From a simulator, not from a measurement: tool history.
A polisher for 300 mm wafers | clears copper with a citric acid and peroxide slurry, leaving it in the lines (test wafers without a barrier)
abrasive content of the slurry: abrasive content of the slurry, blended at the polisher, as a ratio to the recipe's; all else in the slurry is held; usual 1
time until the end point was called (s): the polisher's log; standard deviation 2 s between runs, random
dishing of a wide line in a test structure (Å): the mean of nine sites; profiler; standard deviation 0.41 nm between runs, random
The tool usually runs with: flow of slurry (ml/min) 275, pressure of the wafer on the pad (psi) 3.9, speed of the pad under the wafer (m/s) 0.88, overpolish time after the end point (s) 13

run     day  flow of slurry (ml/min)  pressure of the wafer on the pad (psi)  speed of the pad under the wafer (m/s)  abrasive content of the slurry  overpolish time after the end point (s)  wafers since the last listed run  wafers polished on this pad  hours since the slurry nozzle was cleaned  hours since the head pressure was calibrated  hours since the slurry blender was calibrated  incoming thickness of the incoming film, nm  time until the end point was called (s)  dishing of a wide line in a test structure (Å)
  1       0                      275                                     3.9                                    0.88                               1                                       13                                 0                           49                                      682.9                                        1266.6                                           82.2                                        333.2                                    124.2                                             240
  2   0.262                      275                                     3.9                                    0.88                               1                                       13                                54                          103                                      689.2                                        1272.9                                           88.5                                        334.2                                    123.7                                             240
  3   0.808                      275                                     3.9                                    0.88                               1                                       13                               112                          216                                      702.3                                          1286                                          101.6                                        338.1                                    122.1                                             236
      0.892  -- slurry nozzle cleaned
  4   1.175                      235                                     3.9                                    0.88                               1                                       13                                66                          283                                        6.8                                        1294.8                                          110.4                                        337.9                                    114.2                                             257
  5   1.788                      275                                     3.9                                    0.88                               1                                       13                               126                          409                                       21.5                                        1309.5                                          125.1                                        336.6                                    108.8                                             259
  6   2.408                      275                                     3.9                                    0.88                               1                                       13                               127                          537                                       36.4                                        1324.4                                            140                                        334.9                                    111.3                                             254
  7   3.067                      275                                     3.9                                    0.88                               1                                       13                               135                          672                                       52.2                                        1340.2                                          155.8                                        335.7                                    112.8                                             257
      3.483  -- head pressure recalibrated
  8   3.738                      275                                     3.9                                    0.88                               1                                       13                               120                          793                                       68.3                                           6.1                                          171.9                                        338.6                                    113.4                                             261
  9   4.167                      275                                     3.9                                    0.88                               1                                       13                                88                          882                                       78.6                                          16.4                                          182.2                                        328.8                                    112.2                                             261
 10   4.442                      275                                     3.9                                    1.04                             1.2                                        6                                56                          938                                       85.2                                            23                                          188.8                                        337.7                                       95                                             148
      4.967  -- slurry blender recalibrated
 11   4.988                      275                                     3.9                                    1.16                               1                                       13                                95                         1033                                       98.3                                          36.1                                            0.5                                        337.6                                     88.2                                             332
 12   5.258                      185                                     3.9                                    0.88                               1                                       16                                55                         1089                                      104.8                                          42.6                                              7                                        336.7                                    119.9                                             282
 13     5.9                      275                                     3.9                                    0.88                               1                                       13                               132                         1221                                      120.2                                            58                                           22.4                                        334.9                                    116.1                                             264
 14   6.158                      275                                     3.9                                    0.88                               1                                       17                                53                         1275                                      126.4                                          64.2                                           28.6                                        334.1                                    111.9                                             320
 15   6.508                      275                                     3.9                                    0.88                               1                                       13                                72                         1347                                      134.8                                          72.6                                             37                                        337.2                                    114.5                                             251
      6.929  -- worn pad replaced by a new one, of another model than before
 16    6.95                      275                                     4.4                                    0.88                            0.85                                       20                                56                            4                                      145.4                                          83.2                                           47.6                                          332                                    104.8                                             395
 17   8.908                      305                                     4.5                                    0.88                               1                                       18                               403                          407                                      192.4                                         130.2                                           94.6                                        329.2                                     99.6                                             375
 18    9.65                      275                                     3.9                                    0.88                               1                                       13                               152                          560                                      210.2                                           148                                          112.4                                        336.7                                      115                                             261
 19   9.954                      340                                     3.9                                    0.88                               1                                       13                                62                          623                                      217.5                                         155.3                                          119.7                                        330.7                                    112.7                                             262
 20  10.262                      200                                     4.5                                       1                               1                                       20                                63                          686                                      224.9                                         162.7                                          127.1                                        331.2                                     95.1                                             430
 21  10.592                      275                                     5.2                                    0.88                               1                                       13                                67                          754                                      232.8                                         170.6                                            135                                        331.9                                     90.2                                             316
 22  10.912                      275                                     3.9                                    0.88                               1                                       13                                66                          820                                      240.5                                         178.3                                          142.7                                        336.3                                    112.9                                             255
 23  11.275                      275                                     3.9                                    1.08                            0.75                                        7                                74                          895                                      249.2                                           187                                          151.4                                        335.1                                    101.1                                             158
 24  11.738                      275                                     3.9                                    0.88                               1                                       13                                95                          990                                      260.3                                         198.1                                          162.5                                        337.5                                    114.6                                             259
 25  12.133                      275                                     4.5                                    0.66                               1                                       13                                81                         1071                                      269.8                                         207.6                                            172                                        333.3                                    124.8                                             237
 26  12.446                      275                                     3.9                                    0.88                               1                                       18                                64                         1136                                      277.3                                         215.1                                          179.5                                        338.9                                    117.1                                             350
 27  13.088                      275                                     3.9                                    0.62                             0.8                                       13                               132                         1268                                      292.7                                         230.5                                          194.9                                        330.3                                    143.2                                             203
     13.462  -- worn pad replaced by a new one
     13.488  -- slurry blender recalibrated
 28  13.588                      275                                     3.9                                    0.88                             0.8                                       13                                64                           20                                      304.7                                         242.5                                            2.4                                        333.4                                    119.7                                             249

4 ways to go on from here, each from the tool as it stands after run 28. What would each give?
  A  13.608                      275                                     3.9                                    0.88                               1                                       13                                 4                           25                                      305.2                                           243                                            2.9                                        328.4                                        ?                                               ?
  B  13.608                      275                                     3.3                                    0.88                             1.2                                        5                                 4                           25                                      305.2                                           243                                            2.9                                        328.4                                        ?                                               ?
  C  13.608                      275                                     3.9                                    0.88                               1                                        5                                 4                           25                                      305.2                                           243                                            2.9                                        328.4                                        ?                                               ?
  D  13.608                      275                                     2.7                                    0.88                               1                                       13                                 4                           25                                      305.2                                           243                                            2.9                                        328.4                                        ?                                               ?

run  time until the end point was called (s)  dishing of a wide line in a test structure (Å)
  A                                    116.7                                             250
  B                                    127.2                                              94
  C                                    116.7                                             102
  D                                    147.2                                             201
Take away the tool's hidden state, keep each run's random variation, and the runs would have read:
run  time until the end point was called (s)  dishing of a wide line in a test structure (Å)
  A                                    114.2                                             255
  B                                    124.4                                              96
  C                                    114.2                                             104
  D                                      144                                             205
